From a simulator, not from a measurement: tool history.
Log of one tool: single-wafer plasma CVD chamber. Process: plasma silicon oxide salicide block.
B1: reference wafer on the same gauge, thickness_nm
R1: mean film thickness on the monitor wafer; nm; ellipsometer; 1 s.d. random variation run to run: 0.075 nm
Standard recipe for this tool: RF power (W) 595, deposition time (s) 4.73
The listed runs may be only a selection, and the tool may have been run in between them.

{"run": 1, "day": 0.0, "RF power (W)": 655, "deposition time (s)": 4.73, "B1": 47.099, "R1": 50.695}
{"run": 2, "day": 0.392, "RF power (W)": 690, "deposition time (s)": 5.07, "B1": 47.081, "R1": 55.282}
{"run": 3, "day": 0.8, "RF power (W)": 690, "deposition time (s)": 5.07, "B1": 47.107, "R1": 55.088}
{"run": 4, "day": 1.133, "RF power (W)": 690, "deposition time (s)": 5.07, "B1": 47.116, "R1": 55.254}
{"run": 5, "day": 1.383, "RF power (W)": 595, "deposition time (s)": 4.73, "B1": 47.095, "R1": 49.382}
{"run": 6, "day": 2.054, "RF power (W)": 595, "deposition time (s)": 4.73, "B1": 47.068, "R1": 49.355}
{"run": 7, "day": 2.421, "RF power (W)": 595, "deposition time (s)": 4.73, "B1": 47.08, "R1": 49.554}
{"run": 8, "day": 2.871, "RF power (W)": 595, "deposition time (s)": 4.73, "B1": 47.085, "R1": 49.321}
{"run": 9, "day": 3.575, "RF power (W)": 595, "deposition time (s)": 4.73, "B1": 47.077, "R1": 49.259}
{"run": 10, "day": 4.096, "RF power (W)": 595, "deposition time (s)": 4.73, "B1": 47.098, "R1": 49.321}
{"run": 11, "day": 4.771, "RF power (W)": 595, "deposition time (s)": 4.73, "B1": 47.115, "R1": 49.414}
{"run": 12, "day": 5.275, "RF power (W)": 595, "deposition time (s)": 5.16, "B1": 47.102, "R1": 53.915}
{"run": 13, "day": 5.567, "RF power (W)": 595, "deposition time (s)": 4.73, "B1": 47.133, "R1": 49.398}
{"run": 14, "day": 6.5, "RF power (W)": 670, "deposition time (s)": 4.28, "B1": 47.139, "R1": 46.175}
{"run": 15, "day": 6.792, "RF power (W)": 690, "deposition time (s)": 5.42, "B1": 47.11, "R1": 58.86}
{"day": 7.258, "done": "showerhead replaced"}
{"run": 16, "day": 7.383, "RF power (W)": 670, "deposition time (s)": 5.55, "B1": 47.101, "R1": 59.809}
{"day": 8.004, "done": "RF generator calibrated"}
{"run": 17, "day": 8.025, "RF power (W)": 635, "deposition time (s)": 4.28, "B1": 47.107, "R1": 45.009}
{"run": 18, "day": 8.504, "RF power (W)": 650, "deposition time (s)": 4.73, "B1": 47.097, "R1": 49.859}
{"run": 19, "day": 9.133, "RF power (W)": 710, "deposition time (s)": 3.97, "B1": 47.096, "R1": 42.979}
{"day": 9.208, "done": "gauge calibrated"}
{"run": 20, "day": 9.425, "RF power (W)": 595, "deposition time (s)": 4.73, "B1": 47.127, "R1": 48.652}
{"run": 21, "day": 9.917, "RF power (W)": 640, "deposition time (s)": 4.08, "B1": 47.11, "R1": 42.909}
{"run": 22, "day": 10.192, "RF power (W)": 555, "deposition time (s)": 5.53, "B1": 47.122, "R1": 55.96}
{"day": 10.792, "done": "RF generator calibrated, repeated, since the last time left the tool worse"}
{"run": 23, "day": 10.812, "RF power (W)": 500, "deposition time (s)": 5.07, "B1": 47.07, "R1": 51.168}
{"run": 24, "day": 11.208, "RF power (W)": 660, "deposition time (s)": 5.13, "B1": 47.122, "R1": 55.898}
{"run": 25, "day": 11.929, "RF power (W)": 595, "deposition time (s)": 4.73, "B1": 47.113, "R1": 49.966}

What if the next run were any one of these 3? Each begins from the tool's condition after run 25:
{"run": "A", "day": 11.946, "RF power (W)": 595, "deposition time (s)": 4.3, "B1": "?", "R1": "?"}
{"run": "B", "day": 11.946, "RF power (W)": 490, "deposition time (s)": 4.73, "B1": "?", "R1": "?"}
{"run": "C", "day": 11.946, "RF power (W)": 490, "deposition time (s)": 5.07, "B1": "?", "R1": "?"}

run=A B1=47.099 R1=45.492
run=B B1=47.099 R1=47.428
run=C B1=47.099 R1=50.837
The same runs, with their run-to-run variation unchanged, on a tool lacking any hidden condition would have given:
run=A R1=45.595
run=B R1=47.535
run=C R1=50.952
